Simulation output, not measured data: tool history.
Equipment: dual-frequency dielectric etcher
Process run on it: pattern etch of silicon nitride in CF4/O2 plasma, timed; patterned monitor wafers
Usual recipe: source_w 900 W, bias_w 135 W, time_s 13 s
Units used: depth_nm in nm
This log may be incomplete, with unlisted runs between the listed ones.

run	day	source_w	bias_w	time_s	wafers since the last listed run	hours since the last wet clean	hours since the last source power generator calibration	hours since the last bias power generator calibration	hours since the last upper electrode change	hours since the gauge calibration	read-back reference wafer on the same gauge, depth_nm	depth_nm
1	0	830	135	11	0	110.8	2548.9	1452.8	2358.2	650.8	42.39	31.66
2	2.833	830	135	11	570	178.8	2616.9	1520.8	2426.2	718.8	42.28	31.82
3	6.7	1020	135	13	778	271.6	2709.7	1613.6	2519	811.6	42.34	46.55
4	11.138	900	135	13	892	378.1	2816.2	1720.1	2625.5	918.1	42.28	40.73
5	12.871	900	135	13	348	419.7	2857.8	1761.7	2667.1	959.7	42.19	40.86
6	14.617	900	135	13	351	461.6	2899.7	1803.6	2709	1001.6	42.2	40.85
# day 19.217: wet clean of the chamber
7	19.238	780	155	13	728	0.5	3010.6	1914.5	2819.9	1112.5	42.21	36.43
8	21.917	780	155	13	539	64.8	3074.9	1978.8	2884.2	1176.8	42.12	36.28
9	23.917	900	135	13	402	112.8	3122.9	2026.8	2932.2	1224.8	42.15	40.86
10	25.95	900	135	13	409	161.6	3171.7	2075.6	2981	1273.6	42.09	40.61
11	28.408	900	135	13	494	220.6	3230.7	2134.6	3040	1332.6	42.02	40.75
12	30.217	900	135	13	363	264	3274.1	2178	3083.4	1376	42.06	40.59
# day 31.938: gauge calibrated
# day 32.612: source power generator calibrated
13	34.604	900	135	11.5	849	369.3	47.8	2283.3	3188.7	64	42.46	36.26
14	36.183	700	155	14.5	317	407.2	85.7	2321.2	3226.6	101.9	42.52	36.19
# day 45.233: upper electrode replaced
# day 46.883: wet clean of the chamber
15	46.904	1010	135	13	1754	0.5	343	2578.5	40.1	359.2	42.49	46.55
16	48.871	900	135	13	395	47.7	390.2	2625.7	87.3	406.4	42.46	40.94
17	51.429	1010	158	15	514	109.1	451.6	2687.1	148.7	467.8	42.44	55.79
18	53.804	900	135	13	477	166.1	508.6	2744.1	205.7	524.8	42.42	41.15
# day 54.367: bias power generator calibrated
19	56.529	710	123	9.5	514	231.5	574	51.9	271.1	590.2	42.44	22.58
20	58.288	900	135	13	353	273.7	616.2	94.1	313.3	632.4	42.43	41.16
21	62.408	900	135	13	829	372.6	715.1	193	412.2	731.3	42.35	40.88
22	64.179	740	154	13	356	415.1	757.6	235.5	454.7	773.8	42.39	34.38
23	68.008	720	107	15	770	507	849.5	327.4	546.6	865.7	42.38	34.87
24	70.208	1000	135	13	442	559.8	902.3	380.2	599.4	918.5	42.31	45.62

Each row is a separate what-if for the run after 24, all from the same tool condition, not one after another. Results?
A	70.225	900	135	13	3	560.2	902.7	380.6	599.8	918.9	?	?
B	70.225	900	126	13	3	560.2	902.7	380.6	599.8	918.9	?	?
C	70.225	900	148	15.5	3	560.2	902.7	380.6	599.8	918.9	?	?
D	70.225	740	105	16	3	560.2	902.7	380.6	599.8	918.9	?	?
E	70.225	1080	124	13	3	560.2	902.7	380.6	599.8	918.9	?	?

run	read-back reference wafer on the same gauge, depth_nm	depth_nm
A	42.32	40.77
B	42.32	40.05
C	42.32	49.83
D	42.32	38.08
E	42.32	48.25
Stripped of hidden state, with their random variation kept, the same runs would have yielded:
run	depth_nm
A	40.95
B	40.22
C	50.05
D	38.25
E	48.46

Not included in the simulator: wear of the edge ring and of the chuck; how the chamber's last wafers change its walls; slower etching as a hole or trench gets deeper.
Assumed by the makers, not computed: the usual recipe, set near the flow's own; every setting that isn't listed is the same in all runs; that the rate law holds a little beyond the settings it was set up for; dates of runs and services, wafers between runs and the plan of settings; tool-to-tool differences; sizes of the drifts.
